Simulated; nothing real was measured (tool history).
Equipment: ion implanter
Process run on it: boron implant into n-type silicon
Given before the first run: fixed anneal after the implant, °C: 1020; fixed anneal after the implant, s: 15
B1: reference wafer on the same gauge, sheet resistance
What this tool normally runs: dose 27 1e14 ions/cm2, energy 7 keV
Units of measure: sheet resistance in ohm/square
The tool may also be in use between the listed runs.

Run 1, hour 0: usual settings; B1 107.96. Result: sheet resistance 106.38 ohm/square.
Run 2, hour 11.4: usual settings; B1 107.92. Result: sheet resistance 106.3 ohm/square.
Run 3, hour 27.9: usual settings; B1 108.03. Result: sheet resistance 105.93 ohm/square.
Run 4, hour 37.4: usual settings; B1 107.98. Result: sheet resistance 105.82 ohm/square.
Run 5, hour 48.7: usual settings but energy 7.5 keV; B1 108. Result: sheet resistance 102.43 ohm/square.
Run 6, hour 60.7: usual settings but energy 7.5 keV; B1 107.91. Result: sheet resistance 102.14 ohm/square.
Run 7, hour 73.5: usual settings; B1 108.02. Result: sheet resistance 106.62 ohm/square.
Run 8, hour 83.3: usual settings; B1 107.98. Result: sheet resistance 106.18 ohm/square.
Run 9, hour 89.4: usual settings but dose 22.94 1e14 ions/cm2; B1 107.96. Result: sheet resistance 107.67 ohm/square.
Run 10, hour 97.8: usual settings; B1 108.01. Result: sheet resistance 105.74 ohm/square.
Run 11, hour 120.4: usual settings; B1 108.09. Result: sheet resistance 106.33 ohm/square.
Run 12, hour 129.6: usual settings but dose 25.26 1e14 ions/cm2; B1 108.02. Result: sheet resistance 107.13 ohm/square.
Run 13, hour 138.5: usual settings but energy 5.5 keV; B1 108.06. Result: sheet resistance 120.34 ohm/square.
Run 14, hour 151.2: usual settings but dose 29.31 1e14 ions/cm2, energy 7.5 keV; B1 107.98. Result: sheet resistance 101.63 ohm/square.
Run 15, hour 165.4: usual settings but dose 30.35 1e14 ions/cm2, energy 8.5 keV; B1 108.07. Result: sheet resistance 93.45 ohm/square.
Run 16, hour 172.5: usual settings but energy 6 keV; B1 107.97. Result: sheet resistance 115.7 ohm/square.
Run 17, hour 181.9: usual settings but dose 30.51 1e14 ions/cm2, energy 8.5 keV; B1 108.02. Result: sheet resistance 94.16 ohm/square.
Run 18, hour 194: usual settings but dose 33.14 1e14 ions/cm2, energy 6 keV; B1 107.97. Result: sheet resistance 112.88 ohm/square.
Run 19, hour 203.2: usual settings; B1 107.92. Result: sheet resistance 106.03 ohm/square.
Run 20, hour 211.8: usual settings but energy 5 keV; B1 107.97. Result: sheet resistance 125.45 ohm/square.
Run 21, hour 227.6: usual settings; B1 108.01. Result: sheet resistance 106.3 ohm/square.
Run 22, hour 237.8: usual settings but dose 33.01 1e14 ions/cm2, energy 6.5 keV; B1 108.05. Result: sheet resistance 108.47 ohm/square.
Run 23, hour 255.3: usual settings but dose 20.15 1e14 ions/cm2, energy 8.5 keV; B1 107.98. Result: sheet resistance 99.15 ohm/square.
Run 24, hour 269.7: usual settings; B1 107.98. Result: sheet resistance 106.32 ohm/square.
Run 25, hour 276.4: usual settings but dose 20.12 1e14 ions/cm2, energy 8.5 keV; B1 107.99. Result: sheet resistance 99.37 ohm/square.
Run 26, hour 283.7: usual settings but dose 21.27 1e14 ions/cm2, energy 9 keV; B1 108.02. Result: sheet resistance 95.66 ohm/square.
Run 27, hour 329.3: usual settings but dose 19.75 1e14 ions/cm2; B1 108.07. Result: sheet resistance 109.83 ohm/square.
Run 28, hour 344.1: usual settings; B1 108.04. Result: sheet resistance 106.66 ohm/square.
Run 29, hour 350.2: usual settings; B1 107.97. Result: sheet resistance 106.01 ohm/square.
Run 30, hour 358.3: usual settings but dose 32.49 1e14 ions/cm2; B1 108.03. Result: sheet resistance 103.76 ohm/square.
Run 31, hour 373.6: usual settings; B1 108.01. Result: sheet resistance 106.24 ohm/square.
Run 32, hour 387.9: usual settings but energy 4.5 keV; B1 107.99. Result: sheet resistance 130.14 ohm/square.
Run 33, hour 395.1: usual settings but dose 18.95 1e14 ions/cm2, energy 6 keV; B1 108.01. Result: sheet resistance 119.33 ohm/square.
Run 34, hour 405.6: usual settings but dose 33.03 1e14 ions/cm2; B1 107.94. Result: sheet resistance 103.89 ohm/square.
Run 35, hour 418.7: usual settings but dose 21.81 1e14 ions/cm2; B1 107.98. Result: sheet resistance 108.4 ohm/square.
Run 36, hour 432.7: usual settings but dose 30.26 1e14 ions/cm2, energy 5 keV; B1 107.98. Result: sheet resistance 125.03 ohm/square.

Taken out of this log: 3 entries between the listed runs. Where each belongs, and how the hidden state differs across it:
In the gap between runs 8 and 9: gauge calibrated (hour 84.1)
  no difference in the tool's unlogged condition between these two runs
In the gap between runs 10 and 11: extraction supply calibrated (hour 119.9)
  no difference in the tool's unlogged condition between these two runs
In the gap between runs 22 and 23: Faraday cup replaced and dose calibrated (hour 254.5)
  no difference in the tool's unlogged condition between these two runs

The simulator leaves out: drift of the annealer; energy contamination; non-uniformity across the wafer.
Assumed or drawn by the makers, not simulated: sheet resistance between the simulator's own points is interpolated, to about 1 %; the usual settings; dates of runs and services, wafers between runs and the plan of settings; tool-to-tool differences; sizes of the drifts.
